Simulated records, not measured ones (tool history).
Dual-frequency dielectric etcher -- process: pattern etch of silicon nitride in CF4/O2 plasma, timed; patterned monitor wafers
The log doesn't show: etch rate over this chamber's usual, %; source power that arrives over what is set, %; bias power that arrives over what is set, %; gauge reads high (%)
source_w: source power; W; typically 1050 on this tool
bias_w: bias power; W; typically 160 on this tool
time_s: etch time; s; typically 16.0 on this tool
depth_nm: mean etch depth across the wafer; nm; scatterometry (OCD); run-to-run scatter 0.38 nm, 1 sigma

run,hour,source_w,bias_w,time_s,wafers since the last listed run,hours since the last wet clean,hours since the last source power generator calibration,hours since the last bias power generator calibration,hours since the last upper electrode change,hours since the gauge calibration,"read-back reference wafer on the same gauge, depth_nm",depth_nm
1,0.0,1050,160,16.0,0,366.5,2534.3,3601.4,3705.7,321.8,53.2,51.9
2,23.9,1050,160,16.0,482,390.4,2558.2,3625.3,3729.6,345.7,53.1,50.7
3,48.0,1050,160,16.0,486,414.5,2582.3,3649.4,3753.7,369.8,53.2,51.3
4,73.5,900,160,16.0,515,440.0,2607.8,3674.9,3779.2,395.3,53.1,43.7
5,101.5,900,160,16.0,565,468.0,2635.8,3702.9,3807.2,423.3,53.1,43.3
6,118.6,900,160,16.0,345,485.1,2652.9,3720.0,3824.3,440.4,53.0,43.5
7,134.4,1180,160,16.0,319,500.9,2668.7,3735.8,3840.1,456.2,53.2,57.1
8,177.1,1180,160,16.0,862,543.6,2711.4,3778.5,3882.8,498.9,53.1,56.9
9,191.4,1050,160,12.0,288,557.9,2725.7,3792.8,3897.1,513.2,53.0,38.1
10,203.9,1050,174,16.0,252,570.4,2738.2,3805.3,3909.6,525.7,53.1,52.2
# hour 243.6: wet clean of the chamber
11,244.1,1050,160,16.0,327,0.5,2778.4,3845.5,3949.8,565.9,53.2,53.7
12,259.4,1230,160,16.0,309,15.8,2793.7,3860.8,3965.1,581.2,53.2,62.7
# hour 276.8: source power generator calibrated
13,286.7,930,160,16.0,470,43.1,9.9,3888.1,3992.4,608.5,53.1,46.9
14,319.3,1210,124,20.5,658,75.7,42.5,3920.7,4025.0,641.1,53.0,72.7

What does the tool deliver on the next run?
15,332.0,970,196,14.0,256,88.4,55.2,3933.4,4037.7,653.8,?,?

read-back reference wafer on the same gauge, depth_nm: 53.1
depth_nm: 45.3 nm
With the hidden condition absent and the run-to-run variation left alone, this run would have shown depth_nm 46.0 nm.
